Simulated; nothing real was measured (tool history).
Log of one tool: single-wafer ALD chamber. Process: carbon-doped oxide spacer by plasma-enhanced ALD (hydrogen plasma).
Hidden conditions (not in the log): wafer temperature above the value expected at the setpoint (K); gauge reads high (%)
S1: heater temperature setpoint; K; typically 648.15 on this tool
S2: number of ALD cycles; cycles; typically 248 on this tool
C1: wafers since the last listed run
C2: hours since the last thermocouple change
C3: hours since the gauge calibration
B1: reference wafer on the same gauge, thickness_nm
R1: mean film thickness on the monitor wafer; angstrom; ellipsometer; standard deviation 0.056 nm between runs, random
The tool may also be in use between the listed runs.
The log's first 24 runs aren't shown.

Run 25, hour 609.1: usual settings but S1 654.15 K, S2 211 cycles; C1 20; C2 2258.3; C3 381.6; B1 14.021. Result: R1 105.27 angstrom.
Run 26, hour 630.3: usual settings but S1 661.15 K, S2 210 cycles; C1 30; C2 2279.5; C3 402.8; B1 14.028. Result: R1 105.15 angstrom.
Run 27, hour 664.0: usual settings; C1 48; C2 2313.2; C3 436.5; B1 14.059. Result: R1 124.99 angstrom.
Run 28, hour 680.3: usual settings but S2 216 cycles; C1 23; C2 2329.5; C3 452.8; B1 14.043. Result: R1 107.41 angstrom.
Run 29, hour 713.6: usual settings but S1 644.15 K, S2 235 cycles; C1 47; C2 2362.8; C3 486.1; B1 14.045. Result: R1 118.32 angstrom.
Run 30, hour 759.7: usual settings but S1 638.15 K, S2 201 cycles; C1 65; C2 2408.9; C3 532.2; B1 14.067. Result: R1 100.67 angstrom.
Run 31, hour 792.4: usual settings but S1 653.15 K, S2 208 cycles; C1 46; C2 2441.6; C3 564.9; B1 14.053. Result: R1 103.98 angstrom.
Run 32, hour 814.9: usual settings; C1 32; C2 2464.1; C3 587.4; B1 14.065. Result: R1 124.29 angstrom.
Run 33, hour 835.8: usual settings but S1 641.15 K, S2 232 cycles; C1 29; C2 2485.0; C3 608.3; B1 14.067. Result: R1 116.45 angstrom.
At hour 848.4: thermocouple changed; heater temperature recalibrated.
Run 34, hour 863.5: usual settings but S1 659.15 K, S2 234 cycles; C1 28; C2 15.1; C3 636.0; B1 14.068. Result: R1 117.67 angstrom.
Run 35, hour 881.1: usual settings but S1 660.15 K, S2 267 cycles; C1 25; C2 32.7; C3 653.6; B1 14.101. Result: R1 135.64 angstrom.
Run 36, hour 901.0: usual settings but S2 287 cycles; C1 28; C2 52.6; C3 673.5; B1 14.107. Result: R1 143.72 angstrom.
At hour 907.3: gauge calibrated.
Run 37, hour 921.7: usual settings but S1 653.15 K, S2 277 cycles; C1 29; C2 73.3; C3 14.4; B1 13.665. Result: R1 135.70 angstrom.
Run 38, hour 954.6: usual settings but S1 636.15 K; C1 46; C2 106.2; C3 47.3; B1 13.749. Result: R1 121.96 angstrom.
Run 39, hour 985.0: usual settings but S1 662.15 K, S2 291 cycles; C1 43; C2 136.6; C3 77.7; B1 13.801. Result: R1 143.83 angstrom.
Run 40, hour 1003.4: usual settings but S1 634.15 K, S2 286 cycles; C1 26; C2 155.0; C3 96.1; B1 13.812. Result: R1 140.74 angstrom.
Run 41, hour 1025.4: usual settings; C1 31; C2 177.0; C3 118.1; B1 13.828. Result: R1 121.87 angstrom.
Run 42, hour 1054.1: usual settings but S1 635.15 K, S2 216 cycles; C1 40; C2 205.7; C3 146.8; B1 13.854. Result: R1 106.92 angstrom.
Run 43, hour 1079.8: usual settings but S2 199 cycles; C1 36; C2 231.4; C3 172.5; B1 13.890. Result: R1 98.82 angstrom.
Run 44, hour 1093.7: usual settings; C1 19; C2 245.3; C3 186.4; B1 13.890. Result: R1 122.68 angstrom.
Run 45, hour 1111.4: usual settings but S1 660.15 K; C1 25; C2 263.0; C3 204.1; B1 13.907. Result: R1 123.94 angstrom.
Run 46, hour 1159.1: usual settings but S1 655.15 K, S2 284 cycles; C1 68; C2 310.7; C3 251.8; B1 13.965. Result: R1 140.72 angstrom.

Branching from run 46: 5 alternative next runs. What would each branch give?
Run A, hour 1159.9: usual settings; C1 1; C2 311.5; C3 252.6; B1 ?. Result: R1 ?.
Run B, hour 1159.9: usual settings but S1 656.15 K, S2 202 cycles; C1 1; C2 311.5; C3 252.6; B1 ?. Result: R1 ?.
Run C, hour 1159.9: usual settings but S1 652.15 K, S2 269 cycles; C1 1; C2 311.5; C3 252.6; B1 ?. Result: R1 ?.
Run D, hour 1159.9: usual settings but S1 639.15 K, S2 292 cycles; C1 1; C2 311.5; C3 252.6; B1 ?. Result: R1 ?.
Run E, hour 1159.9: usual settings but S2 280 cycles; C1 1; C2 311.5; C3 252.6; B1 ?. Result: R1 ?.

run      B1      R1
  A  13.953  123.32
  B  13.953  100.45
  C  13.953  133.76
  D  13.953  145.20
  E  13.953  139.23
With no hidden state in the tool, these same runs would have given:
run      R1
  A  121.20
  B   98.72
  C  131.46
  D  142.70
  E  136.84
